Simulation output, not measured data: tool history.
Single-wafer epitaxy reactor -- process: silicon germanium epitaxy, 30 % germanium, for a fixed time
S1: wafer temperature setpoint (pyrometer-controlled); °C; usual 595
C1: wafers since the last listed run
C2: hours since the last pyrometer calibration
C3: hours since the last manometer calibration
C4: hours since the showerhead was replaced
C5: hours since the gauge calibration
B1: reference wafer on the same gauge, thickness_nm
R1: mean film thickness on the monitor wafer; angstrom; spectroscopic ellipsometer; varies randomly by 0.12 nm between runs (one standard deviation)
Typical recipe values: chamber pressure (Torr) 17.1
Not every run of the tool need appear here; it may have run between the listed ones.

Run 1, hour 0.0: usual settings but chamber pressure (Torr) 16.2; C1 0; C2 1024.7; C3 2864.3; C4 4450.4; C5 235.0; B1 54.495. Result: R1 501.42 angstrom.
Run 2, hour 7.7: usual settings; C1 180; C2 1032.4; C3 2872.0; C4 4458.1; C5 242.7; B1 54.525. Result: R1 512.65 angstrom.
Run 3, hour 18.4: usual settings; C1 251; C2 1043.1; C3 2882.7; C4 4468.8; C5 253.4; B1 54.486. Result: R1 510.84 angstrom.
Run 4, hour 61.0: usual settings; C1 999; C2 1085.7; C3 2925.3; C4 4511.4; C5 296.0; B1 54.491. Result: R1 512.81 angstrom.
Run 5, hour 67.0: usual settings; C1 140; C2 1091.7; C3 2931.3; C4 4517.4; C5 302.0; B1 54.491. Result: R1 509.19 angstrom.
Run 6, hour 77.6: usual settings; C1 248; C2 1102.3; C3 2941.9; C4 4528.0; C5 312.6; B1 54.488. Result: R1 512.55 angstrom.
Run 7, hour 92.8: usual settings but S1 607 °C; C1 356; C2 1117.5; C3 2957.1; C4 4543.2; C5 327.8; B1 54.520. Result: R1 621.93 angstrom.
Run 8, hour 108.2: usual settings but S1 607 °C; C1 361; C2 1132.9; C3 2972.5; C4 4558.6; C5 343.2; B1 54.494. Result: R1 620.29 angstrom.
Run 9, hour 124.9: usual settings but S1 607 °C; C1 391; C2 1149.6; C3 2989.2; C4 4575.3; C5 359.9; B1 54.509. Result: R1 619.86 angstrom.
Run 10, hour 134.2: usual settings; C1 218; C2 1158.9; C3 2998.5; C4 4584.6; C5 369.2; B1 54.475. Result: R1 509.92 angstrom.
Run 11, hour 141.8: usual settings; C1 178; C2 1166.5; C3 3006.1; C4 4592.2; C5 376.8; B1 54.507. Result: R1 510.30 angstrom.
At hour 157.3: gauge calibrated.
Run 12, hour 158.4: usual settings; C1 389; C2 1183.1; C3 3022.7; C4 4608.8; C5 1.1; B1 54.497. Result: R1 509.78 angstrom.
At hour 176.3: showerhead replaced.
Run 13, hour 176.8: usual settings but chamber pressure (Torr) 19.5; C1 244; C2 1201.5; C3 3041.1; C4 0.5; C5 19.5; B1 54.484. Result: R1 537.02 angstrom.
Run 14, hour 186.0: usual settings but chamber pressure (Torr) 14.6; C1 215; C2 1210.7; C3 3050.3; C4 9.7; C5 28.7; B1 54.521. Result: R1 477.05 angstrom.
Run 15, hour 196.9: usual settings; C1 255; C2 1221.6; C3 3061.2; C4 20.6; C5 39.6; B1 54.472. Result: R1 506.10 angstrom.
Run 16, hour 205.1: usual settings; C1 192; C2 1229.8; C3 3069.4; C4 28.8; C5 47.8; B1 54.500. Result: R1 509.39 angstrom.
At hour 214.6: pyrometer calibrated.
Run 17, hour 220.9: usual settings; C1 183; C2 6.3; C3 3085.2; C4 44.6; C5 63.6; B1 54.494. Result: R1 523.43 angstrom.
Run 18, hour 227.6: usual settings but chamber pressure (Torr) 16.2; C1 157; C2 13.0; C3 3091.9; C4 51.3; C5 70.3; B1 54.516. Result: R1 510.64 angstrom.
Run 19, hour 256.6: usual settings but S1 607 °C, chamber pressure (Torr) 13.4; C1 680; C2 42.0; C3 3120.9; C4 80.3; C5 99.3; B1 54.498. Result: R1 575.96 angstrom.
Run 20, hour 264.2: usual settings; C1 178; C2 49.6; C3 3128.5; C4 87.9; C5 106.9; B1 54.505. Result: R1 523.52 angstrom.
Run 21, hour 273.2: usual settings but chamber pressure (Torr) 19.9; C1 211; C2 58.6; C3 3137.5; C4 96.9; C5 115.9; B1 54.496. Result: R1 553.57 angstrom.
At hour 285.3: capacitance manometer re-zeroed and calibrated.
Run 22, hour 285.8: usual settings; C1 107; C2 71.2; C3 0.5; C4 109.5; C5 128.5; B1 54.501. Result: R1 521.91 angstrom.
Run 23, hour 289.1: usual settings but S1 609 °C, chamber pressure (Torr) 18.8; C1 77; C2 74.5; C3 3.8; C4 112.8; C5 131.8; B1 54.494. Result: R1 680.97 angstrom.
Run 24, hour 299.5: usual settings but S1 589 °C, chamber pressure (Torr) 14.9; C1 244; C2 84.9; C3 14.2; C4 123.2; C5 142.2; B1 54.497. Result: R1 449.00 angstrom.
Run 25, hour 317.2: usual settings but S1 585 °C, chamber pressure (Torr) 19.3; C1 415; C2 102.6; C3 31.9; C4 140.9; C5 159.9; B1 54.510. Result: R1 467.69 angstrom.
Run 26, hour 334.7: usual settings but S1 610 °C, chamber pressure (Torr) 18.4; C1 410; C2 120.1; C3 49.4; C4 158.4; C5 177.4; B1 54.500. Result: R1 686.55 angstrom.
Run 27, hour 342.3: usual settings but S1 609 °C; C1 178; C2 127.7; C3 57.0; C4 166.0; C5 185.0; B1 54.505. Result: R1 652.12 angstrom.
Run 28, hour 357.3: usual settings but S1 604 °C; C1 352; C2 142.7; C3 72.0; C4 181.0; C5 200.0; B1 54.510. Result: R1 603.17 angstrom.
Run 29, hour 363.9: usual settings but S1 609 °C, chamber pressure (Torr) 15.2; C1 154; C2 149.3; C3 78.6; C4 187.6; C5 206.6; B1 54.520. Result: R1 621.59 angstrom.
Run 30, hour 372.6: usual settings; C1 204; C2 158.0; C3 87.3; C4 196.3; C5 215.3; B1 54.475. Result: R1 522.28 angstrom.
Run 31, hour 382.2: usual settings but S1 605 °C, chamber pressure (Torr) 20.3; C1 225; C2 167.6; C3 96.9; C4 205.9; C5 224.9; B1 54.504. Result: R1 660.37 angstrom.
Run 32, hour 391.3: usual settings but chamber pressure (Torr) 13.7; C1 213; C2 176.7; C3 106.0; C4 215.0; C5 234.0; B1 54.487. Result: R1 479.14 angstrom.
Run 33, hour 398.4: usual settings but S1 600 °C; C1 166; C2 183.8; C3 113.1; C4 222.1; C5 241.1; B1 54.502. Result: R1 565.62 angstrom.
Run 34, hour 424.1: usual settings but S1 605 °C, chamber pressure (Torr) 19.7; C1 603; C2 209.5; C3 138.8; C4 247.8; C5 266.8; B1 54.487. Result: R1 647.98 angstrom.

Hidden state or all else? Some run-to-run changes of R1, split into what the settings, what came in and random variation would give without the hidden state, and what is left for the hidden state (with any gauge scatter that isn't in both results):
Hidden conditions of the tool in this case: wafer temperature above the value expected at the setpoint (K); true pressure above the setpoint (%); gauge reads high (%).
Run 6 -> 7: S1 595 -> 607. R1 +109.38 angstrom: hidden state -2.86, all else +112.24.
Run 9 -> 10: S1 607 -> 595. R1 -109.94 angstrom: hidden state +2.35, all else -112.29.
Run 16 -> 17: pyrometer calibrated. R1 +14.04 angstrom: hidden state +14.78, all else -0.74.
Run 23 -> 24: S1 609 -> 589, chamber pressure (Torr) 18.8 -> 14.9. R1 -231.97 angstrom: hidden state +0.67, all else -232.64.
Run 25 -> 26: S1 585 -> 610, chamber pressure (Torr) 19.3 -> 18.4. R1 +218.86 angstrom: hidden state -0.71, all else +219.57.
Run 31 -> 32: S1 605 -> 595, chamber pressure (Torr) 20.3 -> 13.7. R1 -181.23 angstrom: hidden state +0.62, all else -181.85.
